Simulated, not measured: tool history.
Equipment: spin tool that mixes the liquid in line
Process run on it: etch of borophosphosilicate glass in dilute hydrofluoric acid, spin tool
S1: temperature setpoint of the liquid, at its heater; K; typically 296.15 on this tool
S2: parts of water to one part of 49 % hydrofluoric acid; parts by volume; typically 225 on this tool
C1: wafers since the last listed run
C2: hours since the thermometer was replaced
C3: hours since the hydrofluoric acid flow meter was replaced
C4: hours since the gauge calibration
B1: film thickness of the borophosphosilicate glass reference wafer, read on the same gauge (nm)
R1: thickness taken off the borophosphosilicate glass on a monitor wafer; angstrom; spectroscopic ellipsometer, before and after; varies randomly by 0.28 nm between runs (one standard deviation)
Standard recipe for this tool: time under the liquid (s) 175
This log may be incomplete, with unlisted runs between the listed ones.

run 1 hour=0 | S1=297.65 S2=225 time_under_the_liquid_(s)=95 | C1=0 C2=93.3 C3=282.7 C4=162.2 | B1=130 | R1=170.2
run 2 hour=47.9 | S1=296.15 S2=225 time_under_the_liquid_(s)=175 | C1=300 C2=141.2 C3=330.6 C4=210.1 | B1=130.02 | R1=300.1
run 3 hour=110.9 | S1=296.15 S2=225 time_under_the_liquid_(s)=175 | C1=395 C2=204.2 C3=393.6 C4=273.1 | B1=130.02 | R1=295
run 4 hour=159.1 | S1=296.15 S2=225 time_under_the_liquid_(s)=175 | C1=302 C2=252.4 C3=441.8 C4=321.3 | B1=130.01 | R1=296.5
run 5 hour=252.4 | S1=296.15 S2=225 time_under_the_liquid_(s)=175 | C1=585 C2=345.7 C3=535.1 C4=414.6 | B1=130.01 | R1=293
run 6 hour=294.9 | S1=296.15 S2=225 time_under_the_liquid_(s)=175 | C1=266 C2=388.2 C3=577.6 C4=457.1 | B1=129.99 | R1=295.5
run 7 hour=347.2 | S1=296.15 S2=225 time_under_the_liquid_(s)=175 | C1=327 C2=440.5 C3=629.9 C4=509.4 | B1=130 | R1=294.9
-- hour=424.1 thermometer replaced
run 8 hour=449.9 | S1=296.15 S2=225 time_under_the_liquid_(s)=175 | C1=637 C2=25.8 C3=732.6 C4=612.1 | B1=129.99 | R1=293.3
run 9 hour=495.3 | S1=296.15 S2=225 time_under_the_liquid_(s)=175 | C1=284 C2=71.2 C3=778 C4=657.5 | B1=130.02 | R1=288.6
run 10 hour=592.2 | S1=296.15 S2=225 time_under_the_liquid_(s)=175 | C1=607 C2=168.1 C3=874.9 C4=754.4 | B1=130 | R1=283.4
run 11 hour=634.8 | S1=296.15 S2=225 time_under_the_liquid_(s)=135 | C1=267 C2=210.7 C3=917.5 C4=797 | B1=129.99 | R1=217.5
run 12 hour=931.6 | S1=296.15 S2=175 time_under_the_liquid_(s)=120 | C1=1860 C2=507.5 C3=1214.3 C4=1093.8 | B1=130 | R1=259.1
-- hour=971.4 gauge calibrated
-- hour=990.4 thermometer replaced
run 13 hour=1024.3 | S1=296.15 S2=140 time_under_the_liquid_(s)=260 | C1=574 C2=33.9 C3=1307 C4=52.9 | B1=129.99 | R1=730.8
-- hour=1042.3 hydrofluoric acid flow meter replaced
run 14 hour=1123.7 | S1=296.15 S2=225 time_under_the_liquid_(s)=135 | C1=616 C2=133.3 C3=81.4 C4=152.3 | B1=130 | R1=228.4
run 15 hour=1225.3 | S1=294.65 S2=225 time_under_the_liquid_(s)=250 | C1=637 C2=234.9 C3=183 C4=253.9 | B1=130.01 | R1=401
run 16 hour=1274.2 | S1=296.15 S2=225 time_under_the_liquid_(s)=175 | C1=306 C2=283.8 C3=231.9 C4=302.8 | B1=129.99 | R1=300.7
run 17 hour=1348.4 | S1=296.15 S2=115 time_under_the_liquid_(s)=175 | C1=465 C2=358 C3=306.1 C4=377 | B1=129.99 | R1=661.6
run 18 hour=1536.1 | S1=296.15 S2=225 time_under_the_liquid_(s)=175 | C1=1176 C2=545.7 C3=493.8 C4=564.7 | B1=130.02 | R1=293.5
-- hour=1592.9 thermometer replaced
run 19 hour=1626.2 | S1=296.15 S2=165 time_under_the_liquid_(s)=75 | C1=558 C2=33.3 C3=583.9 C4=654.8 | B1=130 | R1=179.6
run 20 hour=1700.7 | S1=296.15 S2=140 time_under_the_liquid_(s)=260 | C1=467 C2=107.8 C3=658.4 C4=729.3 | B1=130.01 | R1=759
run 21 hour=1756.2 | S1=296.15 S2=225 time_under_the_liquid_(s)=175 | C1=347 C2=163.3 C3=713.9 C4=784.8 | B1=129.99 | R1=286
run 22 hour=1856.7 | S1=296.15 S2=185 time_under_the_liquid_(s)=175 | C1=630 C2=263.8 C3=814.4 C4=885.3 | B1=130 | R1=365.9
run 23 hour=1939.4 | S1=296.15 S2=135 time_under_the_liquid_(s)=175 | C1=518 C2=346.5 C3=897.1 C4=968 | B1=130.02 | R1=527.6

Below, each run's measurement less what the same run would have read without the hidden state. Both values contain the same run-to-run variation, but the gauge's scatter may not be the same in both:
What the log doesn't record here: liquid colder than its thermometer reads (K); hydrofluoric acid flow below the setpoint (%); gauge reads high (%).
run=1 R1=-4.8
run=2 R1=-9.4
run=3 R1=-10.4
run=4 R1=-11.2
run=5 R1=-12.8
run=6 R1=-13.7
run=7 R1=-14.6
run=8 R1=-16.4
run=9 R1=-17
run=10 R1=-18.4
run=11 R1=-14.8
run=12 R1=-21.9
run=13 R1=-64.3
run=14 R1=-6.2
run=15 R1=-13.2
run=16 R1=-11
run=17 R1=-24.9
run=18 R1=-15.4
run=19 R1=-10.1
run=20 R1=-44.9
run=21 R1=-19.1
run=22 R1=-26
run=23 R1=-38.7
